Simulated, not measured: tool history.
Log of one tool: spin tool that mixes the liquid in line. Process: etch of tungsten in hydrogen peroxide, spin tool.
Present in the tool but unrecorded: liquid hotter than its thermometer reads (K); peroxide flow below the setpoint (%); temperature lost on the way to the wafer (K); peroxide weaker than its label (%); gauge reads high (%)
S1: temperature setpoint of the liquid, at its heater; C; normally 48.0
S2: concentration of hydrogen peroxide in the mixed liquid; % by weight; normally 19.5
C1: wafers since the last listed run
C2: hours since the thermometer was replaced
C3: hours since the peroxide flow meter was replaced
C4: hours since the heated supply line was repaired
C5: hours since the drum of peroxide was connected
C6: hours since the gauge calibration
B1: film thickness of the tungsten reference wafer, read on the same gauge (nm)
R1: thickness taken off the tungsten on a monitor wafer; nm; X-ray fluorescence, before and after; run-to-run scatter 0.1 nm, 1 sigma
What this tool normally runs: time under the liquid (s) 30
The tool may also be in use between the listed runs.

run 1 hour=0.0 | S1=48.0 S2=15.5 time_under_the_liquid_(s)=30 | C1=0 C2=1408.1 C3=461.5 C4=3443.7 C5=286.1 C6=243.0 | B1=79.99 | R1=20.76
run 2 hour=28.0 | S1=48.0 S2=15.5 time_under_the_liquid_(s)=30 | C1=453 C2=1436.1 C3=489.5 C4=3471.7 C5=314.1 C6=271.0 | B1=80.00 | R1=20.51
run 3 hour=41.7 | S1=42.0 S2=19.5 time_under_the_liquid_(s)=30 | C1=221 C2=1449.8 C3=503.2 C4=3485.4 C5=327.8 C6=284.7 | B1=80.01 | R1=15.83
run 4 hour=101.2 | S1=48.0 S2=19.5 time_under_the_liquid_(s)=30 | C1=963 C2=1509.3 C3=562.7 C4=3544.9 C5=387.3 C6=344.2 | B1=80.00 | R1=22.97
-- hour=160.7 thermometer replaced
run 5 hour=183.8 | S1=48.0 S2=19.5 time_under_the_liquid_(s)=30 | C1=1321 C2=23.1 C3=645.3 C4=3627.5 C5=469.9 C6=426.8 | B1=80.01 | R1=22.69
run 6 hour=196.0 | S1=48.0 S2=19.5 time_under_the_liquid_(s)=30 | C1=197 C2=35.3 C3=657.5 C4=3639.7 C5=482.1 C6=439.0 | B1=79.98 | R1=22.76
run 7 hour=228.7 | S1=48.0 S2=19.5 time_under_the_liquid_(s)=30 | C1=529 C2=68.0 C3=690.2 C4=3672.4 C5=514.8 C6=471.7 | B1=80.01 | R1=22.80
run 8 hour=241.6 | S1=57.0 S2=14.0 time_under_the_liquid_(s)=30 | C1=208 C2=80.9 C3=703.1 C4=3685.3 C5=527.7 C6=484.6 | B1=79.97 | R1=33.18
-- hour=264.0 heated supply line repaired
-- hour=264.4 gauge calibrated
run 9 hour=274.9 | S1=38.5 S2=19.5 time_under_the_liquid_(s)=30 | C1=522 C2=114.2 C3=736.4 C4=10.9 C5=561.0 C6=10.5 | B1=79.99 | R1=12.40
run 10 hour=307.8 | S1=48.0 S2=19.5 time_under_the_liquid_(s)=30 | C1=532 C2=147.1 C3=769.3 C4=43.8 C5=593.9 C6=43.4 | B1=80.01 | R1=22.80
-- hour=314.3 new drum of peroxide connected
-- hour=351.5 peroxide flow meter replaced
run 11 hour=407.1 | S1=56.5 S2=25.0 time_under_the_liquid_(s)=15 | C1=1575 C2=246.4 C3=55.6 C4=143.1 C5=92.8 C6=142.7 | B1=80.03 | R1=21.87
run 12 hour=429.7 | S1=54.0 S2=25.5 time_under_the_liquid_(s)=35 | C1=365 C2=269.0 C3=78.2 C4=165.7 C5=115.4 C6=165.3 | B1=79.99 | R1=44.50
run 13 hour=442.1 | S1=39.0 S2=19.5 time_under_the_liquid_(s)=15 | C1=200 C2=281.4 C3=90.6 C4=178.1 C5=127.8 C6=177.7 | B1=80.02 | R1=6.49
run 14 hour=459.2 | S1=48.0 S2=19.5 time_under_the_liquid_(s)=30 | C1=276 C2=298.5 C3=107.7 C4=195.2 C5=144.9 C6=194.8 | B1=79.95 | R1=23.05

Per-run results on a tool with no hidden state, each run keeping its own random variation:
run=1 R1=21.04
run=2 R1=20.81
run=3 R1=16.07
run=4 R1=23.39
run=5 R1=23.18
run=6 R1=23.27
run=7 R1=23.35
run=8 R1=34.00
run=9 R1=12.73
run=10 R1=23.43
run=11 R1=22.00
run=12 R1=44.80
run=13 R1=6.54
run=14 R1=23.24
